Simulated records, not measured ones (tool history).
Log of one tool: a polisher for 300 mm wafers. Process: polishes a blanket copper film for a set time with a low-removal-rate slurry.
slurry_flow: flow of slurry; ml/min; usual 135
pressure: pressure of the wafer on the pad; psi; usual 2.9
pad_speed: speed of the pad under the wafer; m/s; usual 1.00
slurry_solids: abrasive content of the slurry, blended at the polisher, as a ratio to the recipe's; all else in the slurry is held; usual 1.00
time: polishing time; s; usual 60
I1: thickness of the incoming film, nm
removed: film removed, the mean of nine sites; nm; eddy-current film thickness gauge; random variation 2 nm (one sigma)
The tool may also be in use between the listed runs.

{"run": 1, "hour": 0.0, "slurry_flow": 135, "pressure": 2.9, "pad_speed": 1.0, "slurry_solids": 1.0, "time": 60, "I1": 1529.0, "removed": 172.3}
{"run": 2, "hour": 30.1, "slurry_flow": 135, "pressure": 2.9, "pad_speed": 1.0, "slurry_solids": 1.0, "time": 60, "I1": 1520.6, "removed": 170.3}
{"run": 3, "hour": 44.7, "slurry_flow": 135, "pressure": 2.9, "pad_speed": 1.1, "slurry_solids": 1.2, "time": 60, "I1": 1506.7, "removed": 191.4}
{"run": 4, "hour": 68.3, "slurry_flow": 135, "pressure": 2.9, "pad_speed": 1.1, "slurry_solids": 1.2, "time": 60, "I1": 1523.5, "removed": 212.4}
{"run": 5, "hour": 100.6, "slurry_flow": 135, "pressure": 2.9, "pad_speed": 1.0, "slurry_solids": 1.0, "time": 60, "I1": 1505.7, "removed": 181.5}
{"run": 6, "hour": 116.2, "slurry_flow": 135, "pressure": 2.9, "pad_speed": 1.0, "slurry_solids": 1.0, "time": 60, "I1": 1528.4, "removed": 177.1}
{"run": 7, "hour": 147.9, "slurry_flow": 135, "pressure": 2.9, "pad_speed": 1.0, "slurry_solids": 1.0, "time": 60, "I1": 1508.8, "removed": 175.3}
{"run": 8, "hour": 182.3, "slurry_flow": 135, "pressure": 2.9, "pad_speed": 1.0, "slurry_solids": 1.0, "time": 60, "I1": 1542.9, "removed": 172.4}
{"run": 9, "hour": 214.3, "slurry_flow": 135, "pressure": 2.9, "pad_speed": 1.0, "slurry_solids": 1.0, "time": 60, "I1": 1506.3, "removed": 167.0}
{"run": 10, "hour": 243.8, "slurry_flow": 175, "pressure": 3.8, "pad_speed": 0.78, "slurry_solids": 1.0, "time": 60, "I1": 1513.3, "removed": 181.3}
{"run": 11, "hour": 268.9, "slurry_flow": 175, "pressure": 2.9, "pad_speed": 1.0, "slurry_solids": 1.0, "time": 79, "I1": 1509.9, "removed": 234.9}
{"run": 12, "hour": 298.2, "slurry_flow": 135, "pressure": 2.9, "pad_speed": 1.0, "slurry_solids": 1.0, "time": 60, "I1": 1517.3, "removed": 168.4}
{"run": 13, "hour": 321.6, "slurry_flow": 135, "pressure": 3.7, "pad_speed": 0.88, "slurry_solids": 1.1, "time": 60, "I1": 1523.8, "removed": 192.3}
{"run": 14, "hour": 336.6, "slurry_flow": 135, "pressure": 2.9, "pad_speed": 1.0, "slurry_solids": 1.0, "time": 60, "I1": 1500.3, "removed": 168.7}
{"run": 15, "hour": 353.7, "slurry_flow": 100, "pressure": 2.9, "pad_speed": 1.0, "slurry_solids": 1.2, "time": 48, "I1": 1521.7, "removed": 128.5}
{"run": 16, "hour": 387.7, "slurry_flow": 100, "pressure": 2.9, "pad_speed": 0.72, "slurry_solids": 0.7, "time": 76, "I1": 1493.7, "removed": 146.9}
{"run": 17, "hour": 412.3, "slurry_flow": 165, "pressure": 2.9, "pad_speed": 1.12, "slurry_solids": 1.0, "time": 60, "I1": 1522.4, "removed": 202.3}
{"run": 18, "hour": 429.9, "slurry_flow": 150, "pressure": 2.0, "pad_speed": 0.72, "slurry_solids": 1.0, "time": 50, "I1": 1511.4, "removed": 73.3}
{"run": 19, "hour": 454.4, "slurry_flow": 135, "pressure": 2.9, "pad_speed": 1.0, "slurry_solids": 1.1, "time": 60, "I1": 1541.1, "removed": 171.6}

Not shown: 6 entries that the log had between the listed runs. Between which runs, and how does the tool's hidden state differ before and after?
Between runs 3 and 4: head pressure recalibrated (hour 67.8)
  deviation of the head's pressure from its setpoint, %: -8.34 -> 0.625
  measured less the result without the state, removed: -17.4 -> +1.4 nm
Between runs 7 and 8: worn pad replaced by a new one (hour 167.4)
  deviation of the head's pressure from its setpoint, %: -4.79 -> -6.15
  measured less the result without the state, removed: -8.8 -> -11.3 nm
Between runs 11 and 12: slurry blender recalibrated (hour 271.3)
  deviation of the head's pressure from its setpoint, %: -8.15 -> -8.54
  measured less the result without the state, removed: -20.9 -> -15.7 nm
Between runs 12 and 13: slurry nozzle cleaned (hour 303.1)
  deviation of the head's pressure from its setpoint, %: -8.54 -> -8.78
  measured less the result without the state, removed: -15.7 -> -18.5 nm
Between runs 13 and 14: worn pad replaced by a new one (hour 335.7)
  deviation of the head's pressure from its setpoint, %: -8.78 -> -8.91
  measured less the result without the state, removed: -18.5 -> -16.5 nm
Between runs 15 and 16: head pressure recalibrated (hour 360.1)
  deviation of the head's pressure from its setpoint, %: -9.04 -> -3.47
  measured less the result without the state, removed: -12.7 -> -5.3 nm

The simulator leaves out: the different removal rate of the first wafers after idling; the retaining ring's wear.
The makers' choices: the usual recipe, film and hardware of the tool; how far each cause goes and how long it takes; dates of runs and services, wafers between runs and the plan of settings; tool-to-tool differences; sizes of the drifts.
